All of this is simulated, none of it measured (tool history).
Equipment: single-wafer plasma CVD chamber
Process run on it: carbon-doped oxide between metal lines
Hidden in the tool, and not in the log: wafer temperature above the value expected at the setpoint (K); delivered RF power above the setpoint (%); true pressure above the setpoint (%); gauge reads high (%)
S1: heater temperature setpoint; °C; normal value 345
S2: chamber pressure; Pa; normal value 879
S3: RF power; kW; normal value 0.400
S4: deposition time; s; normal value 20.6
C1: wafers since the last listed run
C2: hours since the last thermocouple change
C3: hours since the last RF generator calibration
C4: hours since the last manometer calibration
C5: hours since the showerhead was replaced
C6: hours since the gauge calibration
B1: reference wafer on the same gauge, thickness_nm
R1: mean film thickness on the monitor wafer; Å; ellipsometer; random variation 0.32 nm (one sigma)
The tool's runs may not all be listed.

Run 1, hour 0.0: usual settings; C1 0; C2 760.6; C3 1138.1; C4 1724.6; C5 3024.4; C6 410.6; B1 75.721. Result: R1 894.57 Å.
Run 2, hour 47.0: usual settings; C1 665; C2 807.6; C3 1185.1; C4 1771.6; C5 3071.4; C6 457.6; B1 75.680. Result: R1 887.62 Å.
Run 3, hour 106.5: usual settings; C1 842; C2 867.1; C3 1244.6; C4 1831.1; C5 3130.9; C6 517.1; B1 75.625. Result: R1 885.89 Å.
Run 4, hour 146.6: usual settings; C1 567; C2 907.2; C3 1284.7; C4 1871.2; C5 3171.0; C6 557.2; B1 75.631. Result: R1 889.26 Å.
Run 5, hour 217.6: usual settings; C1 1005; C2 978.2; C3 1355.7; C4 1942.2; C5 3242.0; C6 628.2; B1 75.554. Result: R1 885.40 Å.
At hour 248.3: thermocouple changed; heater temperature recalibrated.
At hour 273.3: showerhead replaced, of another model than before.
Run 6, hour 281.1: usual settings but S1 349 °C; C1 672; C2 32.8; C3 1419.2; C4 2005.7; C5 7.8; C6 691.7; B1 75.724. Result: R1 885.16 Å.
Run 7, hour 334.8: usual settings but S1 349 °C; C1 760; C2 86.5; C3 1472.9; C4 2059.4; C5 61.5; C6 745.4; B1 75.670. Result: R1 885.60 Å.
Run 8, hour 366.2: usual settings but S4 18.3 s; C1 444; C2 117.9; C3 1504.3; C4 2090.8; C5 92.9; C6 776.8; B1 75.846. Result: R1 796.90 Å.
Run 9, hour 403.1: usual settings but S2 791 Pa; C1 522; C2 154.8; C3 1541.2; C4 2127.7; C5 129.8; C6 813.7; B1 75.698. Result: R1 870.99 Å.
At hour 506.8: gauge calibrated.
At hour 572.2: RF generator calibrated.
At hour 578.2: capacitance manometer re-zeroed and calibrated.
Run 10, hour 582.7: usual settings but S1 355 °C, S3 0.480 kW; C1 2344; C2 334.4; C3 10.5; C4 4.5; C5 309.4; C6 75.9; B1 75.769. Result: R1 1016.41 Å.
Run 11, hour 614.3: usual settings but S3 0.340 kW, S4 22.4 s; C1 447; C2 366.0; C3 42.1; C4 36.1; C5 341.0; C6 107.5; B1 75.712. Result: R1 932.02 Å.
Run 12, hour 668.9: usual settings; C1 772; C2 420.6; C3 96.7; C4 90.7; C5 395.6; C6 162.1; B1 75.701. Result: R1 938.03 Å.
Run 13, hour 696.8: usual settings; C1 394; C2 448.5; C3 124.6; C4 118.6; C5 423.5; C6 190.0; B1 75.761. Result: R1 937.41 Å.
Run 14, hour 760.2: usual settings; C1 897; C2 511.9; C3 188.0; C4 182.0; C5 486.9; C6 253.4; B1 75.591. Result: R1 940.48 Å.
Run 15, hour 818.2: usual settings but S2 973 Pa, S3 0.460 kW; C1 821; C2 569.9; C3 246.0; C4 240.0; C5 544.9; C6 311.4; B1 75.768. Result: R1 1028.17 Å.

Here are 4 independent what-if runs from the current tool condition. What would each one return?
Run A, hour 818.6: usual settings but S2 692 Pa; C1 5; C2 570.3; C3 246.4; C4 240.4; C5 545.3; C6 311.8; B1 ?. Result: R1 ?.
Run B, hour 818.6: usual settings but S2 1024 Pa; C1 5; C2 570.3; C3 246.4; C4 240.4; C5 545.3; C6 311.8; B1 ?. Result: R1 ?.
Run C, hour 818.6: usual settings but S1 358 °C, S4 18.4 s; C1 5; C2 570.3; C3 246.4; C4 240.4; C5 545.3; C6 311.8; B1 ?. Result: R1 ?.
Run D, hour 818.6: usual settings but S3 0.425 kW, S4 19.1 s; C1 5; C2 570.3; C3 246.4; C4 240.4; C5 545.3; C6 311.8; B1 ?. Result: R1 ?.

run      B1      R1
  A  75.655  864.65
  B  75.655  953.79
  C  75.655  808.65
  D  75.655  899.96
The same runs, with their run-to-run variation unchanged, on a tool lacking any hidden condition would have given:
run      R1
  A  873.84
  B  963.93
  C  817.24
  D  909.53
